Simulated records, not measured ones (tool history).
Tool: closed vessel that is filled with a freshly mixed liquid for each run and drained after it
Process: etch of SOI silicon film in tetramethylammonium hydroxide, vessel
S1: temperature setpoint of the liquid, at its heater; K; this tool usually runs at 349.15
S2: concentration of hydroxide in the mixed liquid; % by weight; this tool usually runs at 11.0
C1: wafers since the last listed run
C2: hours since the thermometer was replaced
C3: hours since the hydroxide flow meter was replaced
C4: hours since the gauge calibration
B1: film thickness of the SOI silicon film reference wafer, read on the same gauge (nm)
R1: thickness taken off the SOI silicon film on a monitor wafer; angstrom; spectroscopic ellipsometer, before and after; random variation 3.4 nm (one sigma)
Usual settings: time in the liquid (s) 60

{"run": 1, "hour": 0.0, "S1": 344.65, "S2": 11.0, "time in the liquid (s)": 60, "C1": 0, "C2": 1418.9, "C3": 1937.5, "C4": 28.3, "B1": 90.04, "R1": 3937.8}
{"run": 2, "hour": 12.2, "S1": 344.65, "S2": 11.0, "time in the liquid (s)": 60, "C1": 1490, "C2": 1431.1, "C3": 1949.7, "C4": 40.5, "B1": 90.04, "R1": 3963.3}
{"run": 3, "hour": 20.4, "S1": 343.15, "S2": 11.0, "time in the liquid (s)": 75, "C1": 1001, "C2": 1439.3, "C3": 1957.9, "C4": 48.7, "B1": 89.99, "R1": 4539.0}
{"run": 4, "hour": 31.9, "S1": 343.15, "S2": 11.0, "time in the liquid (s)": 75, "C1": 1404, "C2": 1450.8, "C3": 1969.4, "C4": 60.2, "B1": 90.02, "R1": 4564.5}
{"run": 5, "hour": 44.2, "S1": 349.15, "S2": 11.0, "time in the liquid (s)": 85, "C1": 1502, "C2": 1463.1, "C3": 1981.7, "C4": 72.5, "B1": 89.97, "R1": 7295.9}
{"run": 6, "hour": 61.7, "S1": 349.15, "S2": 11.0, "time in the liquid (s)": 85, "C1": 2137, "C2": 1480.6, "C3": 1999.2, "C4": 90.0, "B1": 89.97, "R1": 7199.6}
{"run": 7, "hour": 72.3, "S1": 349.15, "S2": 11.0, "time in the liquid (s)": 85, "C1": 1294, "C2": 1491.2, "C3": 2009.8, "C4": 100.6, "B1": 90.04, "R1": 7246.1}
{"run": 8, "hour": 85.9, "S1": 349.15, "S2": 11.0, "time in the liquid (s)": 60, "C1": 1661, "C2": 1504.8, "C3": 2023.4, "C4": 114.2, "B1": 89.97, "R1": 5122.8}
{"run": 9, "hour": 95.9, "S1": 349.15, "S2": 11.0, "time in the liquid (s)": 60, "C1": 1221, "C2": 1514.8, "C3": 2033.4, "C4": 124.2, "B1": 89.99, "R1": 5104.9}
{"run": 10, "hour": 106.2, "S1": 349.15, "S2": 11.0, "time in the liquid (s)": 60, "C1": 1258, "C2": 1525.1, "C3": 2043.7, "C4": 134.5, "B1": 89.98, "R1": 5039.6}
{"run": 11, "hour": 121.5, "S1": 349.15, "S2": 11.0, "time in the liquid (s)": 60, "C1": 1868, "C2": 1540.4, "C3": 2059.0, "C4": 149.8, "B1": 89.97, "R1": 5010.4}
{"run": 12, "hour": 132.6, "S1": 349.15, "S2": 11.0, "time in the liquid (s)": 60, "C1": 1355, "C2": 1551.5, "C3": 2070.1, "C4": 160.9, "B1": 90.0, "R1": 5070.4}
{"hour": 134.6, "done": "hydroxide flow meter replaced"}
{"run": 13, "hour": 142.7, "S1": 349.15, "S2": 13.0, "time in the liquid (s)": 60, "C1": 1111, "C2": 1561.6, "C3": 8.1, "C4": 171.0, "B1": 89.97, "R1": 4757.1}
{"run": 14, "hour": 160.4, "S1": 349.15, "S2": 13.0, "time in the liquid (s)": 60, "C1": 2162, "C2": 1579.3, "C3": 25.8, "C4": 188.7, "B1": 90.01, "R1": 4768.0}
{"run": 15, "hour": 169.8, "S1": 349.15, "S2": 13.0, "time in the liquid (s)": 60, "C1": 1148, "C2": 1588.7, "C3": 35.2, "C4": 198.1, "B1": 90.0, "R1": 4746.9}
{"hour": 179.3, "done": "thermometer replaced"}
{"run": 16, "hour": 187.6, "S1": 352.65, "S2": 13.0, "time in the liquid (s)": 75, "C1": 2052, "C2": 8.3, "C3": 53.0, "C4": 215.9, "B1": 90.0, "R1": 8325.7}
{"run": 17, "hour": 200.3, "S1": 347.15, "S2": 11.0, "time in the liquid (s)": 30, "C1": 1551, "C2": 21.0, "C3": 65.7, "C4": 228.6, "B1": 90.0, "R1": 2640.6}
{"hour": 208.4, "done": "gauge calibrated"}
{"run": 18, "hour": 209.8, "S1": 341.65, "S2": 11.0, "time in the liquid (s)": 40, "C1": 1160, "C2": 30.5, "C3": 75.2, "C4": 1.4, "B1": 90.02, "R1": 2539.4}
{"run": 19, "hour": 223.7, "S1": 349.15, "S2": 11.0, "time in the liquid (s)": 60, "C1": 1697, "C2": 44.4, "C3": 89.1, "C4": 15.3, "B1": 90.0, "R1": 5896.5}
{"run": 20, "hour": 231.4, "S1": 349.15, "S2": 11.0, "time in the liquid (s)": 60, "C1": 940, "C2": 52.1, "C3": 96.8, "C4": 23.0, "B1": 89.98, "R1": 5869.6}
{"run": 21, "hour": 247.8, "S1": 345.15, "S2": 14.5, "time in the liquid (s)": 85, "C1": 2003, "C2": 68.5, "C3": 113.2, "C4": 39.4, "B1": 90.02, "R1": 5850.3}
{"run": 22, "hour": 254.6, "S1": 341.65, "S2": 11.0, "time in the liquid (s)": 40, "C1": 830, "C2": 75.3, "C3": 120.0, "C4": 46.2, "B1": 89.95, "R1": 2550.2}
{"run": 23, "hour": 265.3, "S1": 346.15, "S2": 9.0, "time in the liquid (s)": 30, "C1": 1306, "C2": 86.0, "C3": 130.7, "C4": 56.9, "B1": 89.94, "R1": 2661.2}
{"run": 24, "hour": 274.6, "S1": 342.15, "S2": 12.5, "time in the liquid (s)": 80, "C1": 1135, "C2": 95.3, "C3": 140.0, "C4": 66.2, "B1": 90.02, "R1": 4941.0}
{"run": 25, "hour": 282.8, "S1": 355.15, "S2": 13.0, "time in the liquid (s)": 75, "C1": 1001, "C2": 103.5, "C3": 148.2, "C4": 74.4, "B1": 90.03, "R1": 9495.8}
{"run": 26, "hour": 310.2, "S1": 344.65, "S2": 8.5, "time in the liquid (s)": 60, "C1": 3346, "C2": 130.9, "C3": 175.6, "C4": 101.8, "B1": 89.99, "R1": 4960.3}
{"run": 27, "hour": 323.2, "S1": 342.15, "S2": 10.0, "time in the liquid (s)": 45, "C1": 1587, "C2": 143.9, "C3": 188.6, "C4": 114.8, "B1": 90.0, "R1": 2979.7}
{"run": 28, "hour": 340.4, "S1": 355.15, "S2": 8.5, "time in the liquid (s)": 90, "C1": 2100, "C2": 161.1, "C3": 205.8, "C4": 132.0, "B1": 90.02, "R1": 13309.3}
{"run": 29, "hour": 348.9, "S1": 355.15, "S2": 11.0, "time in the liquid (s)": 75, "C1": 1038, "C2": 169.6, "C3": 214.3, "C4": 140.5, "B1": 89.98, "R1": 10163.0}
{"run": 30, "hour": 362.9, "S1": 353.65, "S2": 14.5, "time in the liquid (s)": 95, "C1": 1710, "C2": 183.6, "C3": 228.3, "C4": 154.5, "B1": 90.0, "R1": 10499.7}

Results per run with the tool's hidden condition removed, run-to-run variation unchanged:
The tool's hidden condition here consists of: liquid colder than its thermometer reads (K); hydroxide flow below the setpoint (%); gauge reads high (%).
run=1 R1=4543.1
run=2 R1=4578.0
run=3 R1=5252.8
run=4 R1=5288.6
run=5 R1=8420.5
run=6 R1=8319.0
run=7 R1=8382.3
run=8 R1=5932.8
run=9 R1=5915.6
run=10 R1=5846.6
run=11 R1=5819.5
run=12 R1=5895.9
run=13 R1=5534.8
run=14 R1=5557.1
run=15 R1=5535.7
run=16 R1=8335.0
run=17 R1=2646.7
run=18 R1=2546.9
run=19 R1=5919.9
run=20 R1=5896.3
run=21 R1=5884.3
run=22 R1=2566.8
run=23 R1=2681.3
run=24 R1=4982.0
run=25 R1=9574.3
run=26 R1=5015.5
run=27 R1=3016.9
run=28 R1=13485.6
run=29 R1=10303.3
run=30 R1=10657.6
